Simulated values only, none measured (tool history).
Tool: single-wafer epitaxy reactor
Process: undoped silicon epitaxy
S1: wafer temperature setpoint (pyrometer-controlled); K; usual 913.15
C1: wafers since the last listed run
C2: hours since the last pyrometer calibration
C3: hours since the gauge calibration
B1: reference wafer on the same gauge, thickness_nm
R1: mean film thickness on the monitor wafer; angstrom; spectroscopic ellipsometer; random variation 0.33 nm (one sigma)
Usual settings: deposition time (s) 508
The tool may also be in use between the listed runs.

{"run": 1, "day": 0.0, "S1": 913.15, "deposition time (s)": 508, "C1": 0, "C2": 1822.1, "C3": 74.6, "B1": 57.81, "R1": 686.67}
{"run": 2, "day": 0.729, "S1": 913.15, "deposition time (s)": 508, "C1": 66, "C2": 1839.6, "C3": 92.1, "B1": 57.947, "R1": 685.46}
{"run": 3, "day": 1.529, "S1": 913.15, "deposition time (s)": 508, "C1": 72, "C2": 1858.8, "C3": 111.3, "B1": 57.957, "R1": 692.45}
{"run": 4, "day": 2.862, "S1": 913.15, "deposition time (s)": 508, "C1": 120, "C2": 1890.8, "C3": 143.3, "B1": 57.929, "R1": 686.94}
{"run": 5, "day": 4.0, "S1": 913.15, "deposition time (s)": 535, "C1": 102, "C2": 1918.1, "C3": 170.6, "B1": 57.857, "R1": 729.87}
{"run": 6, "day": 4.633, "S1": 913.15, "deposition time (s)": 535, "C1": 57, "C2": 1933.3, "C3": 185.8, "B1": 57.999, "R1": 727.16}
{"run": 7, "day": 5.567, "S1": 913.15, "deposition time (s)": 535, "C1": 84, "C2": 1955.7, "C3": 208.2, "B1": 57.961, "R1": 724.7}
{"run": 8, "day": 6.662, "S1": 913.15, "deposition time (s)": 583, "C1": 99, "C2": 1982, "C3": 234.5, "B1": 58.017, "R1": 785.04}
{"run": 9, "day": 7.996, "S1": 913.15, "deposition time (s)": 583, "C1": 120, "C2": 2014, "C3": 266.5, "B1": 57.914, "R1": 784.65}
{"run": 10, "day": 9.254, "S1": 913.15, "deposition time (s)": 508, "C1": 113, "C2": 2044.2, "C3": 296.7, "B1": 57.909, "R1": 688.45}
{"run": 11, "day": 9.912, "S1": 902.15, "deposition time (s)": 508, "C1": 59, "C2": 2060, "C3": 312.5, "B1": 57.904, "R1": 553.87}
{"run": 12, "day": 10.746, "S1": 913.15, "deposition time (s)": 508, "C1": 75, "C2": 2080, "C3": 332.5, "B1": 57.838, "R1": 688.4}
{"run": 13, "day": 11.267, "S1": 913.15, "deposition time (s)": 508, "C1": 47, "C2": 2092.5, "C3": 345, "B1": 57.889, "R1": 692.29}
{"run": 14, "day": 12.608, "S1": 913.15, "deposition time (s)": 508, "C1": 121, "C2": 2124.7, "C3": 377.2, "B1": 57.904, "R1": 687.53}
{"run": 15, "day": 16.775, "S1": 907.15, "deposition time (s)": 578, "C1": 377, "C2": 2224.7, "C3": 477.2, "B1": 57.833, "R1": 693.08}
{"run": 16, "day": 17.417, "S1": 907.15, "deposition time (s)": 578, "C1": 58, "C2": 2240.1, "C3": 492.6, "B1": 57.946, "R1": 692.14}
{"run": 17, "day": 18.267, "S1": 907.15, "deposition time (s)": 578, "C1": 76, "C2": 2260.5, "C3": 513, "B1": 57.979, "R1": 699.67}
{"run": 18, "day": 19.638, "S1": 907.15, "deposition time (s)": 578, "C1": 124, "C2": 2293.4, "C3": 545.9, "B1": 57.829, "R1": 707.35}
{"day": 20.704, "done": "pyrometer calibrated"}
{"run": 19, "day": 20.796, "S1": 917.15, "deposition time (s)": 466, "C1": 74, "C2": 2.2, "C3": 573.7, "B1": 57.877, "R1": 600.26}
{"run": 20, "day": 22.033, "S1": 906.15, "deposition time (s)": 508, "C1": 112, "C2": 31.9, "C3": 603.4, "B1": 57.846, "R1": 529.75}
{"run": 21, "day": 22.7, "S1": 917.15, "deposition time (s)": 425, "C1": 60, "C2": 47.9, "C3": 619.4, "B1": 57.879, "R1": 549.85}
{"run": 22, "day": 23.275, "S1": 924.15, "deposition time (s)": 570, "C1": 52, "C2": 61.7, "C3": 633.2, "B1": 57.885, "R1": 850.61}
{"run": 23, "day": 23.908, "S1": 920.15, "deposition time (s)": 457, "C1": 57, "C2": 76.9, "C3": 648.4, "B1": 57.886, "R1": 630.93}
{"run": 24, "day": 25.083, "S1": 925.15, "deposition time (s)": 444, "C1": 106, "C2": 105.1, "C3": 676.6, "B1": 57.923, "R1": 674.21}
{"run": 25, "day": 26.388, "S1": 903.15, "deposition time (s)": 601, "C1": 118, "C2": 136.4, "C3": 707.9, "B1": 57.844, "R1": 594.28}
{"run": 26, "day": 27.321, "S1": 913.15, "deposition time (s)": 508, "C1": 84, "C2": 158.8, "C3": 730.3, "B1": 57.932, "R1": 618.3}
{"day": 27.333, "done": "gauge calibrated"}
{"run": 27, "day": 28.754, "S1": 908.15, "deposition time (s)": 508, "C1": 129, "C2": 193.2, "C3": 34.1, "B1": 57.905, "R1": 570.39}
{"run": 28, "day": 30.104, "S1": 906.15, "deposition time (s)": 508, "C1": 122, "C2": 225.6, "C3": 66.5, "B1": 57.907, "R1": 543.24}
{"run": 29, "day": 31.238, "S1": 913.15, "deposition time (s)": 508, "C1": 102, "C2": 252.8, "C3": 93.7, "B1": 57.812, "R1": 627.78}
{"run": 30, "day": 32.558, "S1": 913.15, "deposition time (s)": 591, "C1": 119, "C2": 284.5, "C3": 125.4, "B1": 57.899, "R1": 730.34}
{"run": 31, "day": 33.15, "S1": 913.15, "deposition time (s)": 508, "C1": 53, "C2": 298.7, "C3": 139.6, "B1": 57.965, "R1": 629.72}
{"run": 32, "day": 34.017, "S1": 925.15, "deposition time (s)": 576, "C1": 78, "C2": 319.5, "C3": 160.4, "B1": 57.942, "R1": 903.62}
{"run": 33, "day": 35.321, "S1": 913.15, "deposition time (s)": 508, "C1": 118, "C2": 350.8, "C3": 191.7, "B1": 57.911, "R1": 634.74}
{"run": 34, "day": 36.242, "S1": 919.15, "deposition time (s)": 508, "C1": 83, "C2": 372.9, "C3": 213.8, "B1": 57.862, "R1": 713.02}
{"run": 35, "day": 37.138, "S1": 909.15, "deposition time (s)": 508, "C1": 81, "C2": 394.4, "C3": 235.3, "B1": 57.847, "R1": 591.07}

The tool's hidden state at each run:
gauge reads high (%): 0 in every run
H1: wafer temperature above the value expected at the setpoint (K)
run=1 H1=6.21
run=2 H1=6.22
run=3 H1=6.23
run=4 H1=6.25
run=5 H1=6.27
run=6 H1=6.27
run=7 H1=6.29
run=8 H1=6.3
run=9 H1=6.32
run=10 H1=6.33
run=11 H1=6.34
run=12 H1=6.35
run=13 H1=6.35
run=14 H1=6.36
run=15 H1=6.4
run=16 H1=6.41
run=17 H1=6.41
run=18 H1=6.43
run=19 H1=-0.368
run=20 H1=-0.0979
run=21 H1=0.0425
run=22 H1=0.161
run=23 H1=0.289
run=24 H1=0.518
run=25 H1=0.762
run=26 H1=0.93
run=27 H1=1.18
run=28 H1=1.4
run=29 H1=1.58
run=30 H1=1.77
run=31 H1=1.86
run=32 H1=1.98
run=33 H1=2.16
run=34 H1=2.28
run=35 H1=2.4
